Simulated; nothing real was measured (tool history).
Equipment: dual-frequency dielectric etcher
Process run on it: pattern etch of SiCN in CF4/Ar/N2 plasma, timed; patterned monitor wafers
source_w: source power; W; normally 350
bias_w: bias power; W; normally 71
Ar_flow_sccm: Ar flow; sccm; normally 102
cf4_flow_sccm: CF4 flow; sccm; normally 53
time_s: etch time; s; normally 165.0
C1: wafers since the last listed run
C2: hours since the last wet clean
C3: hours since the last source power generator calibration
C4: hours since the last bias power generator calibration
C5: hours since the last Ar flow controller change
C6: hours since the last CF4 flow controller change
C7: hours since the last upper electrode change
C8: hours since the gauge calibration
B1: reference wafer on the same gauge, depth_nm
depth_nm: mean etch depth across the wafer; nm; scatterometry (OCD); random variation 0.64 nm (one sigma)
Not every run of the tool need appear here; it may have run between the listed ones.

run 1 hour=0.0 | source_w=350 bias_w=58 Ar_flow_sccm=102 cf4_flow_sccm=53 time_s=165.0 | C1=0 C2=384.7 C3=2560.9 C4=1356.2 C5=1664.5 C6=40.3 C7=0.5 C8=1004.0 | B1=114.1 | depth_nm=98.2
run 2 hour=62.7 | source_w=350 bias_w=58 Ar_flow_sccm=102 cf4_flow_sccm=53 time_s=165.0 | C1=631 C2=447.4 C3=2623.6 C4=1418.9 C5=1727.2 C6=103.0 C7=63.2 C8=1066.7 | B1=114.0 | depth_nm=99.8
run 3 hour=96.6 | source_w=350 bias_w=71 Ar_flow_sccm=102 cf4_flow_sccm=53 time_s=165.0 | C1=341 C2=481.3 C3=2657.5 C4=1452.8 C5=1761.1 C6=136.9 C7=97.1 C8=1100.6 | B1=114.2 | depth_nm=108.4
-- hour=151.2 wet clean of the chamber
run 4 hour=288.9 | source_w=350 bias_w=71 Ar_flow_sccm=102 cf4_flow_sccm=53 time_s=165.0 | C1=1694 C2=137.7 C3=2849.8 C4=1645.1 C5=1953.4 C6=329.2 C7=289.4 C8=1292.9 | B1=114.1 | depth_nm=110.2
run 5 hour=338.3 | source_w=350 bias_w=71 Ar_flow_sccm=83 cf4_flow_sccm=53 time_s=119.0 | C1=497 C2=187.1 C3=2899.2 C4=1694.5 C5=2002.8 C6=378.6 C7=338.8 C8=1342.3 | B1=113.9 | depth_nm=83.2
run 6 hour=374.2 | source_w=350 bias_w=71 Ar_flow_sccm=102 cf4_flow_sccm=53 time_s=165.0 | C1=361 C2=223.0 C3=2935.1 C4=1730.4 C5=2038.7 C6=414.5 C7=374.7 C8=1378.2 | B1=114.0 | depth_nm=109.7
-- hour=390.2 bias power generator calibrated
run 7 hour=432.1 | source_w=350 bias_w=71 Ar_flow_sccm=102 cf4_flow_sccm=53 time_s=165.0 | C1=542 C2=280.9 C3=2993.0 C4=41.9 C5=2096.6 C6=472.4 C7=432.6 C8=1436.1 | B1=114.0 | depth_nm=109.3
-- hour=490.9 gauge calibrated
run 8 hour=491.2 | source_w=280 bias_w=71 Ar_flow_sccm=102 cf4_flow_sccm=53 time_s=165.0 | C1=595 C2=340.0 C3=3052.1 C4=101.0 C5=2155.7 C6=531.5 C7=491.7 C8=0.3 | B1=113.9 | depth_nm=94.9
-- hour=527.0 source power generator calibrated
run 9 hour=538.2 | source_w=260 bias_w=65 Ar_flow_sccm=93 cf4_flow_sccm=53 time_s=165.0 | C1=433 C2=387.0 C3=11.2 C4=148.0 C5=2202.7 C6=578.5 C7=538.7 C8=47.3 | B1=113.9 | depth_nm=84.0
-- hour=546.9 Ar flow controller replaced
run 10 hour=595.9 | source_w=350 bias_w=71 Ar_flow_sccm=122 cf4_flow_sccm=53 time_s=165.0 | C1=520 C2=444.7 C3=68.9 C4=205.7 C5=49.0 C6=636.2 C7=596.4 C8=105.0 | B1=114.1 | depth_nm=101.0
-- hour=682.3 wet clean of the chamber
run 11 hour=682.8 | source_w=350 bias_w=71 Ar_flow_sccm=102 cf4_flow_sccm=53 time_s=165.0 | C1=633 C2=0.5 C3=155.8 C4=292.6 C5=135.9 C6=723.1 C7=683.3 C8=191.9 | B1=113.9 | depth_nm=105.2
run 12 hour=718.3 | source_w=350 bias_w=71 Ar_flow_sccm=102 cf4_flow_sccm=48 time_s=178.5 | C1=357 C2=36.0 C3=191.3 C4=328.1 C5=171.4 C6=758.6 C7=718.8 C8=227.4 | B1=114.1 | depth_nm=110.9
run 13 hour=770.3 | source_w=350 bias_w=71 Ar_flow_sccm=102 cf4_flow_sccm=53 time_s=165.0 | C1=523 C2=88.0 C3=243.3 C4=380.1 C5=223.4 C6=810.6 C7=770.8 C8=279.4 | B1=114.1 | depth_nm=105.6
run 14 hour=797.6 | source_w=350 bias_w=71 Ar_flow_sccm=102 cf4_flow_sccm=66 time_s=165.0 | C1=274 C2=115.3 C3=270.6 C4=407.4 C5=250.7 C6=837.9 C7=798.1 C8=306.7 | B1=114.0 | depth_nm=110.6
run 15 hour=849.9 | source_w=350 bias_w=71 Ar_flow_sccm=102 cf4_flow_sccm=53 time_s=165.0 | C1=526 C2=167.6 C3=322.9 C4=459.7 C5=303.0 C6=890.2 C7=850.4 C8=359.0 | B1=113.9 | depth_nm=105.3
run 16 hour=880.5 | source_w=400 bias_w=60 Ar_flow_sccm=102 cf4_flow_sccm=53 time_s=138.0 | C1=308 C2=198.2 C3=353.5 C4=490.3 C5=333.6 C6=920.8 C7=881.0 C8=389.6 | B1=113.9 | depth_nm=89.7
run 17 hour=923.5 | source_w=310 bias_w=85 Ar_flow_sccm=102 cf4_flow_sccm=53 time_s=165.0 | C1=433 C2=241.2 C3=396.5 C4=533.3 C5=376.6 C6=963.8 C7=924.0 C8=432.6 | B1=114.0 | depth_nm=104.6
run 18 hour=948.8 | source_w=350 bias_w=71 Ar_flow_sccm=102 cf4_flow_sccm=48 time_s=165.0 | C1=254 C2=266.5 C3=421.8 C4=558.6 C5=401.9 C6=989.1 C7=949.3 C8=457.9 | B1=113.9 | depth_nm=102.5
run 19 hour=1012.2 | source_w=420 bias_w=76 Ar_flow_sccm=102 cf4_flow_sccm=48 time_s=165.0 | C1=638 C2=329.9 C3=485.2 C4=622.0 C5=465.3 C6=1052.5 C7=1012.7 C8=521.3 | B1=114.1 | depth_nm=120.8
run 20 hour=1071.8 | source_w=380 bias_w=85 Ar_flow_sccm=102 cf4_flow_sccm=62 time_s=165.0 | C1=600 C2=389.5 C3=544.8 C4=681.6 C5=524.9 C6=1112.1 C7=1072.3 C8=580.9 | B1=113.9 | depth_nm=125.3

Branching from run 20: 5 alternative next runs. What would each branch give?
run A hour=1072.3 | source_w=350 bias_w=71 Ar_flow_sccm=102 cf4_flow_sccm=53 time_s=165.0 | C1=5 C2=390.0 C3=545.3 C4=682.1 C5=525.4 C6=1112.6 C7=1072.8 C8=581.4 | B1=? | depth_nm=?
run B hour=1072.3 | source_w=300 bias_w=71 Ar_flow_sccm=102 cf4_flow_sccm=40 time_s=165.0 | C1=5 C2=390.0 C3=545.3 C4=682.1 C5=525.4 C6=1112.6 C7=1072.8 C8=581.4 | B1=? | depth_nm=?
run C hour=1072.3 | source_w=330 bias_w=66 Ar_flow_sccm=115 cf4_flow_sccm=64 time_s=165.0 | C1=5 C2=390.0 C3=545.3 C4=682.1 C5=525.4 C6=1112.6 C7=1072.8 C8=581.4 | B1=? | depth_nm=?
run D hour=1072.3 | source_w=270 bias_w=71 Ar_flow_sccm=102 cf4_flow_sccm=53 time_s=165.0 | C1=5 C2=390.0 C3=545.3 C4=682.1 C5=525.4 C6=1112.6 C7=1072.8 C8=581.4 | B1=? | depth_nm=?
run E hour=1072.3 | source_w=350 bias_w=80 Ar_flow_sccm=115 cf4_flow_sccm=53 time_s=165.0 | C1=5 C2=390.0 C3=545.3 C4=682.1 C5=525.4 C6=1112.6 C7=1072.8 C8=581.4 | B1=? | depth_nm=?

run=A B1=114.1 depth_nm=104.3
run=B B1=114.1 depth_nm=86.7
run=C B1=114.1 depth_nm=98.3
run=D B1=114.1 depth_nm=87.4
run=E B1=114.1 depth_nm=107.3
What these runs would have given with no unlogged condition in the tool:
run=A depth_nm=104.6
run=B depth_nm=86.9
run=C depth_nm=98.5
run=D depth_nm=87.7
run=E depth_nm=107.6

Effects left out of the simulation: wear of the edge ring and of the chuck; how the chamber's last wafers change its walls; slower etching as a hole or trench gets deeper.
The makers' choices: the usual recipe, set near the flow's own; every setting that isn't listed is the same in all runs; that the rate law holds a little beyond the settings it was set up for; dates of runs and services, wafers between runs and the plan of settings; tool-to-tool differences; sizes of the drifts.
